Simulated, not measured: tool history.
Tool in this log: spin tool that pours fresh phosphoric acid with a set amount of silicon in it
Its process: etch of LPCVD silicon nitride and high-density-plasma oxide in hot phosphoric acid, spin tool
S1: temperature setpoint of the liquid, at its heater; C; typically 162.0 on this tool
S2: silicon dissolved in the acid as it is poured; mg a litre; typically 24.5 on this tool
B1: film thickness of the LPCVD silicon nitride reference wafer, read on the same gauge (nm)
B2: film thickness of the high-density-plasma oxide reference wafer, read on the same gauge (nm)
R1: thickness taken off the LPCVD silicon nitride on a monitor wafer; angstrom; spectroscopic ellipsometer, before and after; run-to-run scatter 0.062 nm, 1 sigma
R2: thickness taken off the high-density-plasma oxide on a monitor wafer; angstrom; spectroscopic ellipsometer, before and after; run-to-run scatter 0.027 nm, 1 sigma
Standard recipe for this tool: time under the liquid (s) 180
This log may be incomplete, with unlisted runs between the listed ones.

Run 1, hour 0.0: usual settings; B1 100.00; B2 109.980. Result: R1 156.4 angstrom, R2 3.58 angstrom.
At hour 18.4: thermometer replaced.
At hour 18.8: heated supply line repaired.
Run 2, hour 31.0: usual settings; B1 99.99; B2 110.009. Result: R1 170.0 angstrom, R2 4.32 angstrom.
Run 3, hour 46.7: usual settings; B1 100.02; B2 110.018. Result: R1 169.0 angstrom, R2 3.95 angstrom.
Run 4, hour 67.1: usual settings; B1 99.99; B2 110.013. Result: R1 169.8 angstrom, R2 4.45 angstrom.
Run 5, hour 98.0: usual settings but S2 14.0 mg a litre; B1 100.02; B2 109.989. Result: R1 169.1 angstrom, R2 5.77 angstrom.
Run 6, hour 123.6: usual settings; B1 100.01; B2 110.006. Result: R1 170.3 angstrom, R2 4.71 angstrom.
At hour 138.1: gauge calibrated.
Run 7, hour 157.0: usual settings but S1 160.5 C, S2 39.0 mg a litre; B1 100.01; B2 110.004. Result: R1 161.1 angstrom, R2 1.95 angstrom.
Run 8, hour 178.6: usual settings; B1 99.98; B2 109.999. Result: R1 170.0 angstrom, R2 3.92 angstrom.
Run 9, hour 190.8: usual settings; B1 99.99; B2 110.001. Result: R1 169.9 angstrom, R2 4.74 angstrom.
Run 10, hour 218.5: usual settings but S1 164.5 C, S2 16.0 mg a litre; B1 100.02; B2 110.009. Result: R1 185.3 angstrom, R2 7.07 angstrom.
Run 11, hour 253.2: usual settings but S1 163.0 C, S2 8.5 mg a litre, time under the liquid (s) 250; B1 100.01; B2 110.018. Result: R1 243.7 angstrom, R2 9.25 angstrom.
Run 12, hour 276.9: usual settings but S1 160.0 C, time under the liquid (s) 90; B1 99.97; B2 110.014. Result: R1 79.5 angstrom, R2 1.76 angstrom.
Run 13, hour 296.2: usual settings but S2 17.0 mg a litre; B1 99.99; B2 110.003. Result: R1 170.3 angstrom, R2 4.97 angstrom.
At hour 299.0: dissolved silicon flow meter replaced.
Run 14, hour 309.3: usual settings; B1 100.01; B2 109.978. Result: R1 169.9 angstrom, R2 4.60 angstrom.
Run 15, hour 330.8: usual settings; B1 99.97; B2 110.020. Result: R1 169.6 angstrom, R2 4.11 angstrom.
Run 16, hour 364.6: usual settings but S2 30.5 mg a litre; B1 99.95; B2 110.015. Result: R1 169.6 angstrom, R2 3.16 angstrom.
Run 17, hour 398.0: usual settings but S2 19.5 mg a litre; B1 99.95; B2 109.997. Result: R1 170.8 angstrom, R2 5.07 angstrom.
Run 18, hour 426.8: usual settings but S1 160.0 C, S2 43.5 mg a litre, time under the liquid (s) 260; B1 100.05; B2 109.977. Result: R1 229.8 angstrom, R2 2.11 angstrom.
Run 19, hour 461.9: usual settings but S2 31.0 mg a litre, time under the liquid (s) 210; B1 99.97; B2 110.021. Result: R1 197.4 angstrom, R2 3.99 angstrom.
Run 20, hour 487.2: usual settings but S1 164.0 C, S2 36.5 mg a litre; B1 100.01; B2 110.004. Result: R1 182.0 angstrom, R2 3.07 angstrom.

Below are 5 alternative next runs, each starting from the tool's condition after run 20. Predict each:
Run A, hour 487.7: usual settings but S1 161.0 C; B1 ?; B2 ?. Result: R1 ?, R2 ?.
Run B, hour 487.7: usual settings but time under the liquid (s) 210; B1 ?; B2 ?. Result: R1 ?, R2 ?.
Run C, hour 487.7: usual settings but S1 160.0 C, S2 30.0 mg a litre, time under the liquid (s) 280; B1 ?; B2 ?. Result: R1 ?, R2 ?.
Run D, hour 487.7: usual settings but S1 160.5 C, S2 33.0 mg a litre, time under the liquid (s) 115; B1 ?; B2 ?. Result: R1 ?, R2 ?.
Run E, hour 487.7: usual settings but S1 163.0 C, S2 39.0 mg a litre, time under the liquid (s) 140; B1 ?; B2 ?. Result: R1 ?, R2 ?.

run     B1       B2     R1    R2
  A  99.99  109.968  164.1  3.46
  B  99.99  109.968  198.0  4.34
  C  99.99  109.968  246.9  4.09
  D  99.99  109.968  103.1  1.54
  E  99.99  109.968  136.4  1.63
Take away the tool's hidden state, keep each run's random variation, and the runs would have read:
run     R1    R2
  A  163.6  3.43
  B  197.4  4.31
  C  246.1  4.07
  D  102.8  1.53
  E  136.0  1.62

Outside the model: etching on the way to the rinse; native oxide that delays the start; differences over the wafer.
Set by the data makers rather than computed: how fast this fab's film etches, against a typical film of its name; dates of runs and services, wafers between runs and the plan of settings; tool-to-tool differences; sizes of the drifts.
